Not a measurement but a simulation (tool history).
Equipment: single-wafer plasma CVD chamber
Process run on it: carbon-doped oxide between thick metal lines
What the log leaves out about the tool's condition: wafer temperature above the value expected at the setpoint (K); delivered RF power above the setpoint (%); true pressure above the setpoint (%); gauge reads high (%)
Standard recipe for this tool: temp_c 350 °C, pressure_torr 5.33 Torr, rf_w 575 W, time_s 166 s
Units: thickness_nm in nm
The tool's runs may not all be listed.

run	hour	temp_c	pressure_torr	rf_w	time_s	wafers since the last listed run	hours since the last thermocouple change	hours since the last RF generator calibration	hours since the last manometer calibration	hours since the showerhead was replaced	hours since the gauge calibration	read-back reference wafer on the same gauge, thickness_nm	thickness_nm
1	0	350	5.33	575	150	0	2192.6	990.4	961.5	6621.2	187.2	1121.127	896.482
2	71.5	350	5.33	575	150	905	2264.1	1061.9	1033	6692.7	258.7	1119.93	885.772
3	129.1	350	5.33	575	150	729	2321.7	1119.5	1090.6	6750.3	316.3	1119.218	892.567
4	192.1	350	5.33	575	166	797	2384.7	1182.5	1153.6	6813.3	379.3	1122.761	985.955
5	240.9	350	5.33	575	166	618	2433.5	1231.3	1202.4	6862.1	428.1	1118.515	977.449
6	298	350	5.33	575	166	723	2490.6	1288.4	1259.5	6919.2	485.2	1119.68	975.67
7	335.1	350	5.33	575	166	469	2527.7	1325.5	1296.6	6956.3	522.3	1121.093	974.896
8	378	350	5.33	575	166	543	2570.6	1368.4	1339.5	6999.2	565.2	1120.131	979.886
# hour 414.2: showerhead replaced
9	564.1	350	5.33	575	166	2255	2756.7	1554.5	1525.6	149.9	751.3	1117.911	975
10	626.3	350	5.33	575	166	787	2818.9	1616.7	1587.8	212.1	813.5	1120.12	966.988
11	663.4	350	5.33	575	166	469	2856	1653.8	1624.9	249.2	850.6	1119.897	970.724
# hour 707.6: gauge calibrated
12	719.1	350	5.33	575	166	705	2911.7	1709.5	1680.6	304.9	11.5	1120.326	967.613
# hour 757.2: thermocouple changed; heater temperature recalibrated
13	757.7	350	5.33	575	193	387	0.5	1748.1	1719.2	343.5	50.1	1120.124	1134.161
14	788.4	350	6.3	505	145	388	31.2	1778.8	1749.9	374.2	80.8	1118.688	801.237
15	837.2	336	5.33	575	166	618	80	1827.6	1798.7	423	129.6	1122.421	1009.873
# hour 868.3: RF generator calibrated
# hour 898.7: capacitance manometer re-zeroed and calibrated
16	908.6	359	5.33	575	166	701	151.4	40.3	9.9	494.4	201	1120.806	990.934
17	939.9	350	5.33	575	166	396	182.7	71.6	41.2	525.7	232.3	1120.442	1010.268
18	988.4	346	4.02	690	183	614	231.2	120.1	89.7	574.2	280.8	1119.91	1209.376
19	1049.8	350	5.33	575	148	777	292.6	181.5	151.1	635.6	342.2	1122.895	901.233
20	1099	356	6.15	575	146	623	341.8	230.7	200.3	684.8	391.4	1120.97	891.739
21	1135.9	357	5.33	575	176	467	378.7	267.6	237.2	721.7	428.3	1119.251	1043.792
22	1198.3	356	5.33	575	166	790	441.1	330	299.6	784.1	490.7	1120.919	994.571
23	1229.6	350	5.33	575	157	396	472.4	361.3	330.9	815.4	522	1121.432	964.811

Each run again, without the hidden state but with its own random variation kept:
run	thickness_nm
1	926.539
2	917.084
3	925.436
4	1023.859
5	1016.257
6	1015.849
7	1015.982
8	1022.277
9	1021.939
10	1015.132
11	1020.009
12	1018.175
13	1194.594
14	846.09
15	1065.835
16	993.276
17	1013.375
18	1214.287
19	906.265
20	897.726
21	1051.686
22	1003.524
23	974.196

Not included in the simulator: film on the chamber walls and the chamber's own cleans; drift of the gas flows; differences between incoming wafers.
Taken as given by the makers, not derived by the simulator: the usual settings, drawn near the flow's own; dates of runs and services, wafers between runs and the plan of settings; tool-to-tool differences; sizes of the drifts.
